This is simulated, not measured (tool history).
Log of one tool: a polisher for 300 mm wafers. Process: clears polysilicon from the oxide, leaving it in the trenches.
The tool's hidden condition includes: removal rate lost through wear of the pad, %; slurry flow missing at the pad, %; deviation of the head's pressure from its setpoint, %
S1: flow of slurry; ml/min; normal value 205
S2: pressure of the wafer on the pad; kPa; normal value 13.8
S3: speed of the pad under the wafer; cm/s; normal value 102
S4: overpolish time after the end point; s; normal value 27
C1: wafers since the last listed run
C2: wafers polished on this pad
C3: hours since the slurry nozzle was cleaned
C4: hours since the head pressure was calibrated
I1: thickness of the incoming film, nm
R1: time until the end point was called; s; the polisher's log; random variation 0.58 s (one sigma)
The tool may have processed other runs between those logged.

run	day	S1	S2	S3	S4	C1	C2	C3	C4	I1	R1
1	0.000	205	13.8	102	27	0	2583	378.9	1052.6	551.2	52.3
# day 1.254: worn pad replaced by a new one
2	1.329	205	13.8	102	31	327	20	410.8	1084.5	541.7	50.4
3	2.638	205	13.8	102	31	368	389	442.2	1115.9	553.1	52.2
4	3.404	205	13.8	102	33	216	605	460.6	1134.3	546.0	52.7
5	4.021	205	13.8	102	27	173	779	475.4	1149.1	551.1	51.3
6	5.175	205	13.8	102	27	325	1104	503.1	1176.8	539.7	51.2
# day 6.400: head pressure recalibrated
7	6.488	205	13.8	102	27	346	1451	534.6	2.1	557.7	52.5
8	7.371	205	13.8	102	27	249	1700	555.8	23.3	548.0	51.5
9	8.025	205	13.8	102	27	184	1884	571.5	39.0	545.6	52.1
# day 9.400: worn pad replaced by a new one
10	9.421	205	13.8	102	27	346	5	605.0	72.5	549.1	52.9
11	10.338	205	13.8	102	27	258	263	627.0	94.5	555.1	53.3
12	11.679	205	13.8	102	27	378	642	659.2	126.7	559.9	53.6
13	13.004	205	13.8	70	16	373	1015	691.0	158.5	542.3	73.8
14	14.417	205	13.8	102	27	398	1414	724.9	192.4	544.7	53.2
# day 14.954: slurry nozzle cleaned
15	15.171	205	13.8	102	27	200	1614	5.2	210.5	556.9	51.0
16	16.283	205	13.8	102	27	313	1928	31.9	237.2	551.2	51.0
17	17.004	230	13.8	102	27	203	2131	49.2	254.5	553.9	50.3
18	17.933	170	13.8	102	27	261	2393	71.5	276.8	543.1	51.9
# day 19.200: worn pad replaced by a new one
19	19.412	230	9.7	66	38	370	59	107.0	312.3	558.8	106.2
20	20.558	205	11.0	68	27	323	382	134.5	339.8	547.5	88.0
21	21.679	205	13.8	102	27	316	698	161.4	366.7	554.9	49.9
22	23.158	205	15.9	130	27	417	1115	196.9	402.2	549.7	35.2
23	25.462	205	13.8	102	27	649	1765	252.2	457.5	540.4	49.8
24	26.621	205	18.6	102	17	326	2091	280.0	485.3	551.9	38.4
25	28.067	170	13.8	132	27	407	2499	314.7	520.0	551.5	41.6
# day 28.654: worn pad replaced by a new one
26	28.771	205	18.6	134	27	151	32	331.6	536.9	555.4	30.6
27	29.554	205	13.8	102	23	220	253	350.4	555.7	548.0	52.3
28	30.138	205	13.8	138	27	164	418	364.4	569.7	551.0	40.1
29	31.625	205	13.8	102	27	419	837	400.1	605.4	545.7	52.2
30	32.654	180	13.8	102	27	290	1127	424.8	630.1	547.7	53.3
31	33.208	205	12.4	102	27	156	1284	438.1	643.4	550.8	58.3
32	34.629	205	15.9	102	19	400	1684	472.2	677.5	544.8	45.6
33	35.342	170	15.9	132	33	200	1885	489.3	694.6	549.4	36.7
34	36.738	205	13.8	102	27	393	2279	522.8	728.1	549.8	53.6

Alternative continuations, all from the tool just after run 34; predict every row:
A	36.758	205	13.8	102	19	5	2284	523.3	728.6	554.1	?
B	36.758	255	13.8	102	14	5	2284	523.3	728.6	554.1	?
C	36.758	240	13.8	102	27	5	2284	523.3	728.6	554.1	?
D	36.758	205	15.2	134	27	5	2284	523.3	728.6	554.1	?
E	36.758	185	13.8	102	18	5	2284	523.3	728.6	554.1	?

run	R1
A	53.1
B	51.4
C	51.8
D	37.7
E	54.1
Take away the tool's hidden state, keep each run's random variation, and the runs would have read:
run	R1
A	49.7
B	48.6
C	48.9
D	35.3
E	50.3

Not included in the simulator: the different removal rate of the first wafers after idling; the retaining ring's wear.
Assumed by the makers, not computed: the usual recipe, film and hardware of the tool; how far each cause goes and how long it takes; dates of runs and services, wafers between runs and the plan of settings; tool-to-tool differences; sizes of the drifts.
